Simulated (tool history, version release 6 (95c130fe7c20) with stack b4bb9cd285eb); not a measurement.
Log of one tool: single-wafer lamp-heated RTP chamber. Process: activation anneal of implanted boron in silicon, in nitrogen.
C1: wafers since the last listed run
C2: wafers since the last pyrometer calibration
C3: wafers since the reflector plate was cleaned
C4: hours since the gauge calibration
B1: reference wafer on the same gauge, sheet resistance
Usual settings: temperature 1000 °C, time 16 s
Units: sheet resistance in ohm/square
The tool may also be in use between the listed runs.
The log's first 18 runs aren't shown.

Run 19, hour 295.5: usual settings but temperature 974 °C, time 25 s; C1 64; C2 74; C3 1080; C4 64.6; B1 664.45. Result: sheet resistance 714.09 ohm/square.
Run 20, hour 312.0: usual settings but temperature 971 °C, time 22 s; C1 194; C2 269; C3 1275; C4 81.1; B1 663.95. Result: sheet resistance 716.75 ohm/square.
Run 21, hour 327.5: usual settings but temperature 1012 °C, time 12 s; C1 182; C2 451; C3 1458; C4 96.6; B1 663.68. Result: sheet resistance 702.90 ohm/square.
Run 22, hour 342.3: usual settings but temperature 979 °C, time 7 s; C1 174; C2 626; C3 1632; C4 111.4; B1 663.45. Result: sheet resistance 714.44 ohm/square.
Run 23, hour 358.4: usual settings but time 14 s; C1 189; C2 815; C3 1822; C4 127.5; B1 663.30. Result: sheet resistance 702.53 ohm/square.
Run 24, hour 365.4: usual settings but temperature 1029 °C, time 13 s; C1 82; C2 898; C3 1904; C4 134.5; B1 663.01. Result: sheet resistance 703.33 ohm/square.
Run 25, hour 375.9: usual settings; C1 123; C2 1022; C3 2028; C4 145.0; B1 662.86. Result: sheet resistance 702.69 ohm/square.
Run 26, hour 388.8: usual settings; C1 151; C2 1174; C3 2180; C4 157.9; B1 662.48. Result: sheet resistance 703.83 ohm/square.
Run 27, hour 406.1: usual settings but temperature 1029 °C, time 25 s; C1 203; C2 1377; C3 2384; C4 175.2; B1 662.28. Result: sheet resistance 699.61 ohm/square.
At hour 444.6: pyrometer window cleaned and pyrometer calibrated.
Run 28, hour 446.9: usual settings but temperature 1022 °C, time 13 s; C1 386; C2 27; C3 2770; C4 216.0; B1 661.60. Result: sheet resistance 701.21 ohm/square.
Run 29, hour 459.5: usual settings but temperature 974 °C, time 12 s; C1 148; C2 176; C3 2919; C4 228.6; B1 661.48. Result: sheet resistance 713.04 ohm/square.
Run 30, hour 471.5: usual settings; C1 141; C2 317; C3 3060; C4 240.6; B1 661.12. Result: sheet resistance 703.10 ohm/square.
Run 31, hour 483.2: usual settings but time 21 s; C1 137; C2 455; C3 3198; C4 252.3; B1 660.89. Result: sheet resistance 700.71 ohm/square.
Run 32, hour 490.7: usual settings; C1 88; C2 543; C3 3286; C4 259.8; B1 660.89. Result: sheet resistance 702.30 ohm/square.
Run 33, hour 508.5: usual settings but temperature 986 °C, time 22 s; C1 209; C2 753; C3 3496; C4 277.6; B1 660.65. Result: sheet resistance 702.77 ohm/square.
Run 34, hour 521.1: usual settings; C1 148; C2 901; C3 3644; C4 290.2; B1 660.26. Result: sheet resistance 701.07 ohm/square.
Run 35, hour 537.5: usual settings; C1 193; C2 1095; C3 3838; C4 306.6; B1 659.97. Result: sheet resistance 699.83 ohm/square.
Run 36, hour 544.3: usual settings but temperature 975 °C, time 23 s; C1 80; C2 1175; C3 3918; C4 313.4; B1 660.01. Result: sheet resistance 707.04 ohm/square.
Run 37, hour 552.7: usual settings but temperature 982 °C, time 9 s; C1 98; C2 1274; C3 4017; C4 321.8; B1 659.76. Result: sheet resistance 707.83 ohm/square.
Run 38, hour 568.2: usual settings but temperature 1021 °C, time 9 s; C1 182; C2 1456; C3 4199; C4 337.3; B1 659.47. Result: sheet resistance 698.51 ohm/square.

Forecast each of these 3 alternatives for the next run:
Run A, hour 568.6: usual settings; C1 4; C2 1461; C3 4204; C4 337.7; B1 ?. Result: sheet resistance ?.
Run B, hour 568.6: usual settings but temperature 984 °C; C1 4; C2 1461; C3 4204; C4 337.7; B1 ?. Result: sheet resistance ?.
Run C, hour 568.6: usual settings but temperature 984 °C, time 7 s; C1 4; C2 1461; C3 4204; C4 337.7; B1 ?. Result: sheet resistance ?.

run      B1  sheet resistance
  A  659.44            700.59
  B  659.44            704.86
  C  659.44            708.08
Without the tool's hidden state the same runs would have given:
run  sheet resistance
  A            707.57
  B            711.87
  C            715.13

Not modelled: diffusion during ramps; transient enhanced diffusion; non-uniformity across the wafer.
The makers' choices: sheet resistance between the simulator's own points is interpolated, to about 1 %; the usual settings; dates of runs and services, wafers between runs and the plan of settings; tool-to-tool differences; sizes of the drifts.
